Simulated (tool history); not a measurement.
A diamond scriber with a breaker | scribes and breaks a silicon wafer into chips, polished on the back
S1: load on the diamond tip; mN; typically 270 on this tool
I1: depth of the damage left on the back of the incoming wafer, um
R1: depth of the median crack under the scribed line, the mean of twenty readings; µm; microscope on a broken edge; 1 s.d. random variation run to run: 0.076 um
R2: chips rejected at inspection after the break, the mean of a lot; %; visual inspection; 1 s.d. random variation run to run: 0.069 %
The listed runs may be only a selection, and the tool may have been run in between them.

run	hour	S1	I1	R1	R2
1	0.0	308	0.02	8.42	5.48
2	49.8	308	0.01	8.35	5.23
3	78.0	308	0.02	8.30	4.85
4	138.5	270	0.02	7.22	2.41
5	198.9	270	0.02	7.27	2.56
6	229.6	270	0.03	7.13	2.94
7	270.4	270	0.04	7.29	3.24
8	329.4	224	0.04	5.85	20.78
9	375.4	213	0.05	5.45	31.42

Forecast run 10:
10	432.7	270	0.04	?	?

{"run 10": {"R1": 6.78, "R2": 5.25}}
Had the tool carried no hidden state, the very same run would have given R1 7.49 µm, R2 2.26 %.
